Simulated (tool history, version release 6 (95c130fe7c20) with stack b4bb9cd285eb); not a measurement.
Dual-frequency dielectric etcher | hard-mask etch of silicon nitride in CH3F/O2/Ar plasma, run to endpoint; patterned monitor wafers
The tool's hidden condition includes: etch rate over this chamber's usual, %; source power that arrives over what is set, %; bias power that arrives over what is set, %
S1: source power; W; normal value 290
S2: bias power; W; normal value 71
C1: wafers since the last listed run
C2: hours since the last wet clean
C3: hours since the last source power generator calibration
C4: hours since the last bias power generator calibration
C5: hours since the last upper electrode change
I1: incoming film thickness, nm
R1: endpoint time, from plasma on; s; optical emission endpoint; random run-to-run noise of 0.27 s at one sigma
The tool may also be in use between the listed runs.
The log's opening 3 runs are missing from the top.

Run 4, hour 244.2: usual settings but S1 240 W, S2 78 W; C1 779; C2 69.6; C3 1681.2; C4 1176.5; C5 5310.5; I1 41.13. Result: R1 72.2 s.
At hour 280.1: source power generator calibrated.
Run 5, hour 308.2: usual settings but S1 240 W, S2 78 W; C1 676; C2 133.6; C3 28.1; C4 1240.5; C5 5374.5; I1 41.18. Result: R1 70.9 s.
Run 6, hour 395.9: usual settings but S1 240 W, S2 78 W; C1 988; C2 221.3; C3 115.8; C4 1328.2; C5 5462.2; I1 41.25. Result: R1 71.5 s.
Run 7, hour 498.8: usual settings but S2 78 W; C1 1160; C2 324.2; C3 218.7; C4 1431.1; C5 5565.1; I1 41.45. Result: R1 67.1 s.
Run 8, hour 557.1: usual settings but S2 78 W; C1 657; C2 382.5; C3 277.0; C4 1489.4; C5 5623.4; I1 41.33. Result: R1 66.9 s.
Run 9, hour 667.7: usual settings but S2 78 W; C1 1247; C2 493.1; C3 387.6; C4 1600.0; C5 5734.0; I1 41.16. Result: R1 66.8 s.
Run 10, hour 733.1: usual settings; C1 737; C2 558.5; C3 453.0; C4 1665.4; C5 5799.4; I1 41.55. Result: R1 69.9 s.
At hour 825.3: wet clean of the chamber.
Run 11, hour 825.8: usual settings; C1 774; C2 0.5; C3 545.7; C4 1758.1; C5 5892.1; I1 41.63. Result: R1 68.5 s.
Run 12, hour 906.5: usual settings; C1 909; C2 81.2; C3 626.4; C4 1838.8; C5 5972.8; I1 41.42. Result: R1 69.4 s.
Run 13, hour 990.5: usual settings; C1 947; C2 165.2; C3 710.4; C4 1922.8; C5 6056.8; I1 41.08. Result: R1 68.2 s.
Run 14, hour 1052.4: usual settings; C1 697; C2 227.1; C3 772.3; C4 1984.7; C5 6118.7; I1 40.83. Result: R1 68.1 s.
Run 15, hour 1107.5: usual settings; C1 621; C2 282.2; C3 827.4; C4 2039.8; C5 6173.8; I1 41.79. Result: R1 70.2 s.
Run 16, hour 1175.5: usual settings but S2 57 W; C1 766; C2 350.2; C3 895.4; C4 2107.8; C5 6241.8; I1 40.87. Result: R1 73.9 s.
At hour 1399.2: wet clean of the chamber.
Run 17, hour 1418.2: usual settings but S1 340 W, S2 58 W; C1 2465; C2 19.0; C3 1138.1; C4 2350.5; C5 6484.5; I1 40.86. Result: R1 67.7 s.
Run 18, hour 1481.1: usual settings but S1 260 W, S2 58 W; C1 709; C2 81.9; C3 1201.0; C4 2413.4; C5 6547.4; I1 40.82. Result: R1 75.5 s.
Run 19, hour 1581.2: usual settings but S1 230 W; C1 1128; C2 182.0; C3 1301.1; C4 2513.5; C5 6647.5; I1 41.39. Result: R1 76.9 s.
At hour 1607.6: upper electrode replaced.
Run 20, hour 1655.9: usual settings; C1 571; C2 256.7; C3 1375.8; C4 2588.2; C5 48.3; I1 41.35. Result: R1 69.9 s.
Run 21, hour 1712.6: usual settings but S1 240 W, S2 81 W; C1 639; C2 313.4; C3 1432.5; C4 2644.9; C5 105.0; I1 40.93. Result: R1 71.9 s.
At hour 1770.6: source power generator calibrated.
Run 22, hour 1820.1: usual settings but S1 240 W, S2 57 W; C1 1167; C2 420.9; C3 49.5; C4 2752.4; C5 212.5; I1 41.32. Result: R1 79.6 s.
At hour 1866.4: bias power generator calibrated.
Run 23, hour 1886.7: usual settings but S1 330 W, S2 65 W; C1 705; C2 487.5; C3 116.1; C4 20.3; C5 279.1; I1 41.20. Result: R1 67.4 s.
Run 24, hour 1954.0: usual settings but S1 320 W, S2 61 W; C1 758; C2 554.8; C3 183.4; C4 87.6; C5 346.4; I1 41.27. Result: R1 69.5 s.
At hour 2015.1: wet clean of the chamber.
Run 25, hour 2029.3: usual settings but S1 350 W, S2 64 W; C1 578; C2 14.2; C3 258.7; C4 162.9; C5 421.7; I1 41.33. Result: R1 65.4 s.
Run 26, hour 2093.3: usual settings but S2 54 W; C1 721; C2 78.2; C3 322.7; C4 226.9; C5 485.7; I1 41.42. Result: R1 74.3 s.

Run 27 is up next; what results do you expect?
Run 27, hour 2145.0: usual settings but S2 66 W; C1 582; C2 129.9; C3 374.4; C4 278.6; C5 537.4; I1 40.83. Result: R1 ?.

Logged for run 27: R1 69.4 s.
Take away the tool's hidden state, keep the run-to-run variation as it was, and the same run would have given R1 69.1 s.
